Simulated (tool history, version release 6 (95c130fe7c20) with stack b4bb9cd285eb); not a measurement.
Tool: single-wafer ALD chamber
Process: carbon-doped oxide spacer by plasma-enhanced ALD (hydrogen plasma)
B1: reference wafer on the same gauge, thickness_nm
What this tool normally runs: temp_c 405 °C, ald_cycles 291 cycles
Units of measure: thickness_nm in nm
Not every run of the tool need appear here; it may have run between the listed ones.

Run 1, hour 0.0: usual settings; B1 15.217. Result: thickness_nm 13.155 nm.
Run 2, hour 90.8: usual settings but temp_c 400 °C; B1 15.210. Result: thickness_nm 13.345 nm.
Run 3, hour 169.2: usual settings but temp_c 400 °C; B1 15.192. Result: thickness_nm 13.302 nm.
Run 4, hour 240.9: usual settings; B1 15.200. Result: thickness_nm 13.082 nm.
Run 5, hour 294.5: usual settings but temp_c 399 °C; B1 15.212. Result: thickness_nm 13.382 nm.
Run 6, hour 403.6: usual settings but temp_c 398 °C, ald_cycles 275 cycles; B1 15.206. Result: thickness_nm 12.609 nm.
Run 7, hour 447.0: usual settings but ald_cycles 277 cycles; B1 15.194. Result: thickness_nm 12.412 nm.
Run 8, hour 483.3: usual settings but temp_c 395 °C; B1 15.191. Result: thickness_nm 13.508 nm.
At hour 497.3: thermocouple changed; heater temperature recalibrated.
Run 9, hour 547.1: usual settings; B1 15.194. Result: thickness_nm 13.292 nm.
Run 10, hour 613.4: usual settings; B1 15.195. Result: thickness_nm 13.264 nm.
Run 11, hour 684.8: usual settings; B1 15.197. Result: thickness_nm 13.186 nm.
Run 12, hour 756.7: usual settings; B1 15.217. Result: thickness_nm 13.196 nm.
Run 13, hour 864.2: usual settings; B1 15.190. Result: thickness_nm 13.169 nm.
Run 14, hour 961.2: usual settings but temp_c 410 °C, ald_cycles 312 cycles; B1 15.200. Result: thickness_nm 13.833 nm.
Run 15, hour 1017.5: usual settings but temp_c 392 °C, ald_cycles 258 cycles; B1 15.199. Result: thickness_nm 11.929 nm.
Run 16, hour 1112.7: usual settings; B1 15.202. Result: thickness_nm 13.128 nm.
At hour 1113.3: gauge calibrated.
Run 17, hour 1176.2: usual settings; B1 15.191. Result: thickness_nm 13.110 nm.
Run 18, hour 1256.7: usual settings but temp_c 395 °C, ald_cycles 324 cycles; B1 15.191. Result: thickness_nm 15.010 nm.
Run 19, hour 1329.2: usual settings but temp_c 412 °C, ald_cycles 340 cycles; B1 15.190. Result: thickness_nm 14.877 nm.
Run 20, hour 1403.9: usual settings; B1 15.199. Result: thickness_nm 12.997 nm.
Run 21, hour 1481.4: usual settings but temp_c 395 °C, ald_cycles 269 cycles; B1 15.194. Result: thickness_nm 12.453 nm.
At hour 1505.4: thermocouple changed; heater temperature recalibrated.
Run 22, hour 1533.9: usual settings; B1 15.223. Result: thickness_nm 13.254 nm.
Run 23, hour 1623.9: usual settings but temp_c 413 °C, ald_cycles 306 cycles; B1 15.190. Result: thickness_nm 13.528 nm.

Forecast run 24:
Run 24, hour 1685.7: usual settings but temp_c 401 °C, ald_cycles 240 cycles; B1 ?. Result: thickness_nm ?.

Run 24 measured B1 15.211, thickness_nm 11.069 nm.
On a tool with no hidden condition, and with the same random variation, this run would have come out at thickness_nm 11.104 nm.
